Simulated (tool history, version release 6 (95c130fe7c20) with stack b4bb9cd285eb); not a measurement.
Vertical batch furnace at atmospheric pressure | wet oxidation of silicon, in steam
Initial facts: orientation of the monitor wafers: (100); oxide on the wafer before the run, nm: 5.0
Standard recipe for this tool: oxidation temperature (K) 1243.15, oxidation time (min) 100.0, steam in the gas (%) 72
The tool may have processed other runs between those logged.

run   hour  oxidation temperature (K)  oxidation time (min)  steam in the gas (%)  wafers since the last listed run  hours since the last temperature calibration  hours since the steam generator was serviced  hours since the gauge calibration  read-back reference wafer on the same gauge, thickness  oxide thickness on the monitor wafer (nm)
  1    0.0                    1243.15                 100.0                    81                                 0                                        5103.4                                        2026.2                              180.4                                                  526.79                                     447.46
  2   13.5                    1243.15                 100.0                    81                               101                                        5116.9                                        2039.7                              193.9                                                  527.48                                     446.83
  3   46.8                    1243.15                 100.0                    72                               249                                        5150.2                                        2073.0                              227.2                                                  527.27                                     409.41
  4   81.9                    1243.15                 100.0                    72                               263                                        5185.3                                        2108.1                              262.3                                                  526.82                                     410.94
  5  107.6                    1243.15                 100.0                    72                               192                                        5211.0                                        2133.8                              288.0                                                  526.88                                     410.05
     156.6  -- steam generator serviced
     177.5  -- thermocouples replaced and temperature profile calibrated
  6  178.0                    1243.15                 100.0                    72                               191                                           0.5                                          21.4                              358.4                                                  527.00                                     439.54
  7  183.3                    1243.15                 100.0                    72                                39                                           5.8                                          26.7                              363.7                                                  527.03                                     441.46
  8  188.6                    1235.15                  86.5                    63                                39                                          11.1                                          32.0                              369.0                                                  526.66                                     334.77
  9  193.9                    1232.15                 120.0                    69                                39                                          16.4                                          37.3                              374.3                                                  526.98                                     444.30
     195.6  -- gauge calibrated
 10  221.5                    1223.15                 124.0                    72                               206                                          44.0                                          64.9                               25.9                                                  527.23                                     433.69
 11  235.9                    1250.15                 100.0                    62                               107                                          58.4                                          79.3                               40.3                                                  527.13                                     418.48
 12  269.7                    1227.15                  68.0                    63                               253                                          92.2                                         113.1                               74.1                                                  526.77                                     255.53
 13  293.5                    1223.15                 124.0                    72                               178                                         116.0                                         136.9                               97.9                                                  527.03                                     434.42
 14  321.0                    1219.15                  57.5                    67                               206                                         143.5                                         164.4                              125.4                                                  526.93                                     215.63

For some of the steps in oxide thickness on the monitor wafer (nm) from one run to the next: how much would appear even if the tool had no hidden state, given the settings, what came in and random variation, and how much remains for the hidden state plus any gauge scatter that the measured result and the result without hidden state don't share?
Unlogged tool condition in this case: true tube temperature minus thermocouple reading, K; steam share off its setpoint, % of the setpoint; gauge reads high (%).
Run 5 -> 6: steam generator serviced, thermocouples replaced and temperature profile calibrated. oxide thickness on the monitor wafer (nm) +29.49: hidden state +30.55, all else -1.06.
Run 13 -> 14: oxidation temperature (K) 1223.15 -> 1219.15, oxidation time (min) 124.0 -> 57.5, steam in the gas (%) 72 -> 67. oxide thickness on the monitor wafer (nm) -218.79: hidden state +0.92, all else -219.71.

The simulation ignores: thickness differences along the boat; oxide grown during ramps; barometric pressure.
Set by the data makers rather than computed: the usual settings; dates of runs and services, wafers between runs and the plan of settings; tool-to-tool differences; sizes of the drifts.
